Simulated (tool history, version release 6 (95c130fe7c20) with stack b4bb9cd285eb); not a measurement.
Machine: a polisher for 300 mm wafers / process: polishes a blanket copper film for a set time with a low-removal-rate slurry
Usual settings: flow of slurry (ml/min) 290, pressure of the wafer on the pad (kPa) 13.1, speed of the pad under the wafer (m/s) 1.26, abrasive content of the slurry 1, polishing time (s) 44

| run | hour | flow of slurry (ml/min) | pressure of the wafer on the pad (kPa) | speed of the pad under the wafer (m/s) | abrasive content of the slurry | polishing time (s) | wafers since the last listed run | wafers polished on this pad | hours since the slurry nozzle was cleaned | hours since the head pressure was calibrated | hours since the slurry blender was calibrated | incoming thickness of the incoming film, nm | film removed (Å) |
|---|---|---|---|---|---|---|---|---|---|---|---|---|---|
| 1 | 0 | 290 | 13.1 | 1.26 | 1 | 44 | 0 | 1564 | 530.7 | 458.1 | 120.1 | 824 | 1211 |
| 2 | 33.9 | 290 | 13.1 | 1.26 | 1 | 44 | 330 | 1895 | 564.6 | 492 | 154 | 838.8 | 1231 |
|  | 62.6 | worn pad replaced by a new one |
| 3 | 93.6 | 290 | 13.1 | 1.26 | 1 | 44 | 543 | 302 | 624.3 | 551.7 | 213.7 | 832.9 | 1224 |
|  | 95.6 | slurry nozzle cleaned |
|  | 148.1 | slurry blender recalibrated |
| 4 | 156.7 | 290 | 13.1 | 1.5 | 1 | 44 | 586 | 889 | 61.1 | 614.8 | 8.6 | 831.8 | 1407 |
| 5 | 215.3 | 290 | 13.1 | 1.5 | 1 | 44 | 572 | 1461 | 119.7 | 673.4 | 67.2 | 825.1 | 1393 |
| 6 | 268.6 | 290 | 13.1 | 1.26 | 1 | 44 | 520 | 1981 | 173 | 726.7 | 120.5 | 839.1 | 1215 |
|  | 314.1 | worn pad replaced by a new one |
| 7 | 314.8 | 290 | 13.1 | 1.26 | 1 | 44 | 411 | 6 | 219.2 | 772.9 | 166.7 | 840.7 | 1232 |
| 8 | 361.3 | 290 | 13.1 | 1.08 | 1 | 44 | 453 | 460 | 265.7 | 819.4 | 213.2 | 819.9 | 1102 |
|  | 390.8 | slurry blender recalibrated |
| 9 | 394.8 | 290 | 13.1 | 1.08 | 1 | 44 | 307 | 768 | 299.2 | 852.9 | 4 | 839.6 | 1093 |
| 10 | 465.4 | 290 | 13.1 | 1.08 | 1 | 44 | 689 | 1457 | 369.8 | 923.5 | 74.6 | 817.5 | 1083 |
|  | 519 | worn pad replaced by a new one |
| 11 | 524.3 | 360 | 13.1 | 1.46 | 0.75 | 44 | 535 | 51 | 428.7 | 982.4 | 133.5 | 833.9 | 1273 |
| 12 | 575.6 | 290 | 13.1 | 1.26 | 1 | 44 | 500 | 552 | 480 | 1033.7 | 184.8 | 828.8 | 1235 |
|  | 626.7 | slurry blender recalibrated |
| 13 | 634.9 | 290 | 13.1 | 1.26 | 1 | 44 | 559 | 1112 | 539.3 | 1093 | 8.2 | 824.9 | 1228 |
| 14 | 681.1 | 290 | 13.1 | 1.08 | 1 | 44 | 450 | 1563 | 585.5 | 1139.2 | 54.4 | 830.4 | 1118 |
|  | 706.6 | slurry nozzle cleaned |
|  | 719.4 | worn pad replaced by a new one |
| 15 | 722.4 | 290 | 13.1 | 1.56 | 0.75 | 44 | 354 | 29 | 15.8 | 1180.5 | 95.7 | 825.4 | 1318 |
| 16 | 783.6 | 245 | 13.1 | 1.26 | 1 | 30 | 597 | 626 | 77 | 1241.7 | 156.9 | 820.8 | 839 |
|  | 797.1 | head pressure recalibrated |
| 17 | 838.8 | 335 | 13.1 | 1.48 | 1 | 44 | 519 | 1145 | 132.2 | 41.7 | 212.1 | 819.3 | 1410 |
|  | 864.1 | slurry blender recalibrated |
| 18 | 904.6 | 290 | 13.1 | 1.26 | 1.2 | 44 | 622 | 1768 | 198 | 107.5 | 40.5 | 825.2 | 1292 |
|  | 984.4 | worn pad replaced by a new one |
|  | 1088.8 | slurry blender recalibrated |
| 19 | 1115.5 | 220 | 13.1 | 1.5 | 0.9 | 44 | 2000 | 1260 | 408.9 | 318.4 | 26.7 | 824.8 | 1344 |
| 20 | 1178.2 | 200 | 13.1 | 1.04 | 1 | 31 | 612 | 1872 | 471.6 | 381.1 | 89.4 | 816.7 | 745 |

For each run, what was the tool's unlogged condition?
removal rate lost through wear of the pad, %: 0 in every run
slurry flow missing at the pad, %: 0 in every run
deviation of the head's pressure from its setpoint, %: 0 in every run
abrasive missing from the slurry, %: 0 in every run
